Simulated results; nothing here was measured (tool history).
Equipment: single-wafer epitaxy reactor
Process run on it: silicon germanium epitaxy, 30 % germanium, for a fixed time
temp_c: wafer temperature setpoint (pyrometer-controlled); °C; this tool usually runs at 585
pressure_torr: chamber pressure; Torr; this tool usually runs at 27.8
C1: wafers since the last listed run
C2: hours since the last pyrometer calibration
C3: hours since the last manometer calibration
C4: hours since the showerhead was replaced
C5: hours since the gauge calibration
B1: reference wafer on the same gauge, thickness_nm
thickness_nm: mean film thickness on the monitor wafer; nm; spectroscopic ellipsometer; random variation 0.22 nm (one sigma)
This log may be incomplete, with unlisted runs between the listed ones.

run 1 hour=0 | temp_c=585 pressure_torr=27.8 | C1=0 C2=1935.1 C3=1540.1 C4=6614.6 C5=14 | B1=56.9 | thickness_nm=55.306
run 2 hour=8.1 | temp_c=585 pressure_torr=27.8 | C1=124 C2=1943.2 C3=1548.2 C4=6622.7 C5=22.1 | B1=56.977 | thickness_nm=55.39
run 3 hour=21.5 | temp_c=585 pressure_torr=27.8 | C1=206 C2=1956.6 C3=1561.6 C4=6636.1 C5=35.5 | B1=56.864 | thickness_nm=55.236
run 4 hour=38.4 | temp_c=585 pressure_torr=27.8 | C1=260 C2=1973.5 C3=1578.5 C4=6653 C5=52.4 | B1=56.829 | thickness_nm=55.183
run 5 hour=45.6 | temp_c=585 pressure_torr=27.8 | C1=110 C2=1980.7 C3=1585.7 C4=6660.2 C5=59.6 | B1=56.937 | thickness_nm=55.614
run 6 hour=58.8 | temp_c=585 pressure_torr=27.8 | C1=203 C2=1993.9 C3=1598.9 C4=6673.4 C5=72.8 | B1=56.964 | thickness_nm=54.963
run 7 hour=65.8 | temp_c=585 pressure_torr=27.8 | C1=107 C2=2000.9 C3=1605.9 C4=6680.4 C5=79.8 | B1=56.857 | thickness_nm=55.882
run 8 hour=103.3 | temp_c=585 pressure_torr=27.8 | C1=577 C2=2038.4 C3=1643.4 C4=6717.9 C5=117.3 | B1=56.954 | thickness_nm=55.844
run 9 hour=113.3 | temp_c=585 pressure_torr=27.8 | C1=154 C2=2048.4 C3=1653.4 C4=6727.9 C5=127.3 | B1=56.828 | thickness_nm=55.372
-- hour=128.1 pyrometer calibrated
run 10 hour=130.5 | temp_c=585 pressure_torr=27.8 | C1=141 C2=2.4 C3=1670.6 C4=6745.1 C5=144.5 | B1=57.005 | thickness_nm=51.032
run 11 hour=148 | temp_c=585 pressure_torr=27.8 | C1=269 C2=19.9 C3=1688.1 C4=6762.6 C5=162 | B1=56.93 | thickness_nm=51.31
run 12 hour=163.2 | temp_c=585 pressure_torr=27.8 | C1=234 C2=35.1 C3=1703.3 C4=6777.8 C5=177.2 | B1=56.862 | thickness_nm=51.362
run 13 hour=178.6 | temp_c=585 pressure_torr=29.6 | C1=237 C2=50.5 C3=1718.7 C4=6793.2 C5=192.6 | B1=56.883 | thickness_nm=52.15
run 14 hour=184.8 | temp_c=585 pressure_torr=29.6 | C1=95 C2=56.7 C3=1724.9 C4=6799.4 C5=198.8 | B1=56.911 | thickness_nm=52.271
run 15 hour=198.4 | temp_c=585 pressure_torr=21.5 | C1=209 C2=70.3 C3=1738.5 C4=6813 C5=212.4 | B1=56.872 | thickness_nm=45.959
-- hour=216.5 showerhead replaced
run 16 hour=217 | temp_c=597 pressure_torr=29.8 | C1=163 C2=88.9 C3=1757.1 C4=0.5 C5=231 | B1=56.905 | thickness_nm=68.658
run 17 hour=230.3 | temp_c=585 pressure_torr=33.8 | C1=204 C2=102.2 C3=1770.4 C4=13.8 C5=244.3 | B1=56.898 | thickness_nm=55.549
-- hour=244 gauge calibrated
-- hour=244.2 capacitance manometer re-zeroed and calibrated
run 18 hour=244.7 | temp_c=577 pressure_torr=31.1 | C1=98 C2=116.6 C3=0.5 C4=28.2 C5=0.7 | B1=56.945 | thickness_nm=44.976
run 19 hour=252.7 | temp_c=585 pressure_torr=27.8 | C1=123 C2=124.6 C3=8.5 C4=36.2 C5=8.7 | B1=56.919 | thickness_nm=51.239
run 20 hour=263.2 | temp_c=585 pressure_torr=27.8 | C1=161 C2=135.1 C3=19 C4=46.7 C5=19.2 | B1=56.947 | thickness_nm=51.143
run 21 hour=272.8 | temp_c=585 pressure_torr=27.8 | C1=147 C2=144.7 C3=28.6 C4=56.3 C5=28.8 | B1=56.903 | thickness_nm=50.948
run 22 hour=286.1 | temp_c=585 pressure_torr=27.8 | C1=204 C2=158 C3=41.9 C4=69.6 C5=42.1 | B1=56.878 | thickness_nm=51.415
run 23 hour=303.6 | temp_c=597 pressure_torr=31.1 | C1=269 C2=175.5 C3=59.4 C4=87.1 C5=59.6 | B1=56.904 | thickness_nm=69.171
run 24 hour=309.9 | temp_c=572 pressure_torr=31.1 | C1=97 C2=181.8 C3=65.7 C4=93.4 C5=65.9 | B1=56.915 | thickness_nm=40.21
run 25 hour=318.7 | temp_c=576 pressure_torr=24 | C1=135 C2=190.6 C3=74.5 C4=102.2 C5=74.7 | B1=56.852 | thickness_nm=39.267
run 26 hour=328.7 | temp_c=585 pressure_torr=27.8 | C1=154 C2=200.6 C3=84.5 C4=112.2 C5=84.7 | B1=56.846 | thickness_nm=50.79
run 27 hour=341.7 | temp_c=571 pressure_torr=26 | C1=200 C2=213.6 C3=97.5 C4=125.2 C5=97.7 | B1=56.911 | thickness_nm=36.748

Estimate the outcome of run 28 from the log above:
run 28 hour=359.7 | temp_c=571 pressure_torr=31.3 | C1=277 C2=231.6 C3=115.5 C4=143.2 C5=115.7 | B1=? | thickness_nm=?

Logged for run 28: B1 56.86, thickness_nm 39.743 nm.
On a tool with no hidden condition, and with the same random variation, this run would have come out at thickness_nm 39.541 nm.
